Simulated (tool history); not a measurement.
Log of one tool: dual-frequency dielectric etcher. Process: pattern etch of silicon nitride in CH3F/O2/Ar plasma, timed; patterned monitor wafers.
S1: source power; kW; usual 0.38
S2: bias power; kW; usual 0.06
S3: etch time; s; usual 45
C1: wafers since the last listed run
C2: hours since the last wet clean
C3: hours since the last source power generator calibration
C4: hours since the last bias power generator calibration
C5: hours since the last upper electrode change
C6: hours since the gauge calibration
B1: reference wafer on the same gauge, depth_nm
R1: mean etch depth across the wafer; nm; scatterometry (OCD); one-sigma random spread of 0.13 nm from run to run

{"run": 1, "day": 0.0, "S1": 0.45, "S2": 0.06, "S3": 45, "C1": 0, "C2": 401.8, "C3": 1865.1, "C4": 4839.6, "C5": 2459.9, "C6": 277.5, "B1": 23.99, "R1": 29.49}
{"run": 2, "day": 0.9, "S1": 0.38, "S2": 0.069, "S3": 45, "C1": 361, "C2": 423.4, "C3": 1886.7, "C4": 4861.2, "C5": 2481.5, "C6": 299.1, "B1": 24, "R1": 28.07}
{"run": 3, "day": 1.554, "S1": 0.38, "S2": 0.06, "S3": 45, "C1": 262, "C2": 439.1, "C3": 1902.4, "C4": 4876.9, "C5": 2497.2, "C6": 314.8, "B1": 23.99, "R1": 27.29}
{"run": 4, "day": 2.429, "S1": 0.38, "S2": 0.06, "S3": 45, "C1": 351, "C2": 460.1, "C3": 1923.4, "C4": 4897.9, "C5": 2518.2, "C6": 335.8, "B1": 24.01, "R1": 27.17}
{"run": 5, "day": 3.388, "S1": 0.38, "S2": 0.06, "S3": 45, "C1": 384, "C2": 483.1, "C3": 1946.4, "C4": 4920.9, "C5": 2541.2, "C6": 358.8, "B1": 24, "R1": 27.04}
{"run": 6, "day": 4.325, "S1": 0.38, "S2": 0.06, "S3": 45, "C1": 376, "C2": 505.6, "C3": 1968.9, "C4": 4943.4, "C5": 2563.7, "C6": 381.3, "B1": 23.99, "R1": 27.02}
{"run": 7, "day": 5.75, "S1": 0.38, "S2": 0.06, "S3": 45, "C1": 572, "C2": 539.8, "C3": 2003.1, "C4": 4977.6, "C5": 2597.9, "C6": 415.5, "B1": 24.01, "R1": 27.01}
{"day": 5.958, "done": "source power generator calibrated"}
{"day": 6.938, "done": "wet clean of the chamber"}
{"run": 8, "day": 6.958, "S1": 0.38, "S2": 0.06, "S3": 45, "C1": 24, "C2": 0.5, "C3": 24, "C4": 5006.6, "C5": 2626.9, "C6": 444.5, "B1": 24.02, "R1": 26.29}
{"run": 9, "day": 7.071, "S1": 0.38, "S2": 0.06, "S3": 45, "C1": 45, "C2": 3.2, "C3": 26.7, "C4": 5009.3, "C5": 2629.6, "C6": 447.2, "B1": 23.99, "R1": 26.1}
{"day": 8.421, "done": "bias power generator calibrated"}
{"run": 10, "day": 8.442, "S1": 0.32, "S2": 0.06, "S3": 45, "C1": 483, "C2": 36.1, "C3": 59.6, "C4": 0.5, "C5": 2662.5, "C6": 480.1, "B1": 24, "R1": 24.12}
{"run": 11, "day": 9.65, "S1": 0.32, "S2": 0.06, "S3": 45, "C1": 485, "C2": 65.1, "C3": 88.6, "C4": 29.5, "C5": 2691.5, "C6": 509.1, "B1": 24, "R1": 23.94}
{"run": 12, "day": 10.25, "S1": 0.32, "S2": 0.06, "S3": 45, "C1": 240, "C2": 79.5, "C3": 103, "C4": 43.9, "C5": 2705.9, "C6": 523.5, "B1": 23.96, "R1": 23.91}
{"run": 13, "day": 10.925, "S1": 0.38, "S2": 0.06, "S3": 45, "C1": 271, "C2": 95.7, "C3": 119.2, "C4": 60.1, "C5": 2722.1, "C6": 539.7, "B1": 23.98, "R1": 26.27}
{"run": 14, "day": 12.15, "S1": 0.38, "S2": 0.069, "S3": 45, "C1": 491, "C2": 125.1, "C3": 148.6, "C4": 89.5, "C5": 2751.5, "C6": 569.1, "B1": 23.99, "R1": 26.64}
{"day": 13.183, "done": "gauge calibrated"}
{"day": 13.304, "done": "wet clean of the chamber, repeated, since the last time left the tool worse"}
{"run": 15, "day": 13.325, "S1": 0.38, "S2": 0.06, "S3": 41, "C1": 70, "C2": 0.5, "C3": 176.8, "C4": 117.7, "C5": 2779.7, "C6": 3.4, "B1": 23.98, "R1": 25.38}
{"run": 16, "day": 14.712, "S1": 0.38, "S2": 0.073, "S3": 45, "C1": 557, "C2": 33.8, "C3": 210.1, "C4": 151, "C5": 2813, "C6": 36.7, "B1": 23.99, "R1": 28.97}
{"run": 17, "day": 15.504, "S1": 0.44, "S2": 0.06, "S3": 53.5, "C1": 317, "C2": 52.8, "C3": 229.1, "C4": 170, "C5": 2832, "C6": 55.7, "B1": 23.97, "R1": 35.63}
{"day": 17.342, "done": "upper electrode replaced"}
{"run": 18, "day": 17.362, "S1": 0.38, "S2": 0.06, "S3": 45, "C1": 344, "C2": 97.4, "C3": 273.7, "C4": 214.6, "C5": 0.5, "C6": 100.3, "B1": 24.02, "R1": 27.98}
{"run": 19, "day": 17.817, "S1": 0.38, "S2": 0.06, "S3": 45, "C1": 182, "C2": 108.3, "C3": 284.6, "C4": 225.5, "C5": 11.4, "C6": 111.2, "B1": 24.02, "R1": 27.74}
{"run": 20, "day": 19.029, "S1": 0.45, "S2": 0.048, "S3": 41, "C1": 486, "C2": 137.4, "C3": 313.7, "C4": 254.6, "C5": 40.5, "C6": 140.3, "B1": 23.98, "R1": 26.22}
{"run": 21, "day": 19.888, "S1": 0.3, "S2": 0.074, "S3": 57, "C1": 344, "C2": 158, "C3": 334.3, "C4": 275.2, "C5": 61.1, "C6": 160.9, "B1": 24, "R1": 32.88}
{"run": 22, "day": 20.858, "S1": 0.31, "S2": 0.049, "S3": 45, "C1": 389, "C2": 181.3, "C3": 357.6, "C4": 298.5, "C5": 84.4, "C6": 184.2, "B1": 24.01, "R1": 23.8}
{"run": 23, "day": 21.858, "S1": 0.38, "S2": 0.072, "S3": 54.5, "C1": 401, "C2": 205.3, "C3": 381.6, "C4": 322.5, "C5": 108.4, "C6": 208.2, "B1": 24, "R1": 34.78}
{"run": 24, "day": 22.638, "S1": 0.33, "S2": 0.049, "S3": 35.5, "C1": 312, "C2": 224, "C3": 400.3, "C4": 341.2, "C5": 127.1, "C6": 226.9, "B1": 24, "R1": 19.57}
{"run": 25, "day": 23.329, "S1": 0.38, "S2": 0.052, "S3": 33.5, "C1": 277, "C2": 240.6, "C3": 416.9, "C4": 357.8, "C5": 143.7, "C6": 243.5, "B1": 24.01, "R1": 19.87}
{"run": 26, "day": 24.296, "S1": 0.47, "S2": 0.047, "S3": 45, "C1": 388, "C2": 263.8, "C3": 440.1, "C4": 381, "C5": 166.9, "C6": 266.7, "B1": 24.01, "R1": 29.43}
{"run": 27, "day": 25.654, "S1": 0.38, "S2": 0.06, "S3": 45, "C1": 545, "C2": 296.4, "C3": 472.7, "C4": 413.6, "C5": 199.5, "C6": 299.3, "B1": 24, "R1": 27.58}
{"run": 28, "day": 26.442, "S1": 0.46, "S2": 0.053, "S3": 45, "C1": 316, "C2": 315.3, "C3": 491.6, "C4": 432.5, "C5": 218.4, "C6": 318.2, "B1": 23.99, "R1": 29.31}
{"run": 29, "day": 27.183, "S1": 0.35, "S2": 0.071, "S3": 56.5, "C1": 297, "C2": 333.1, "C3": 509.4, "C4": 450.3, "C5": 236.2, "C6": 336, "B1": 24.01, "R1": 34.09}
{"run": 30, "day": 27.921, "S1": 0.34, "S2": 0.048, "S3": 57.5, "C1": 296, "C2": 350.8, "C3": 527.1, "C4": 468, "C5": 253.9, "C6": 353.7, "B1": 24.01, "R1": 31.71}
{"run": 31, "day": 28.842, "S1": 0.38, "S2": 0.06, "S3": 58, "C1": 369, "C2": 372.9, "C3": 549.2, "C4": 490.1, "C5": 276, "C6": 375.8, "B1": 24.02, "R1": 35.3}

Run by run, hidden condition taken away, random variation retained:
What the log doesn't record here: etch rate over this chamber's usual, %; source power that arrives over what is set, %; bias power that arrives over what is set, %; gauge reads high (%).
run=1 R1=30.08
run=2 R1=28.66
run=3 R1=27.89
run=4 R1=27.79
run=5 R1=27.69
run=6 R1=27.71
run=7 R1=27.75
run=8 R1=27.89
run=9 R1=27.69
run=10 R1=25.64
run=11 R1=25.49
run=12 R1=25.47
run=13 R1=28.01
run=14 R1=28.46
run=15 R1=25.25
run=16 R1=28.88
run=17 R1=35.55
run=18 R1=27.98
run=19 R1=27.75
run=20 R1=26.28
run=21 R1=32.98
run=22 R1=23.91
run=23 R1=34.98
run=24 R1=19.7
run=25 R1=20.02
run=26 R1=29.69
run=27 R1=27.88
run=28 R1=29.65
run=29 R1=34.52
run=30 R1=32.14
run=31 R1=35.82

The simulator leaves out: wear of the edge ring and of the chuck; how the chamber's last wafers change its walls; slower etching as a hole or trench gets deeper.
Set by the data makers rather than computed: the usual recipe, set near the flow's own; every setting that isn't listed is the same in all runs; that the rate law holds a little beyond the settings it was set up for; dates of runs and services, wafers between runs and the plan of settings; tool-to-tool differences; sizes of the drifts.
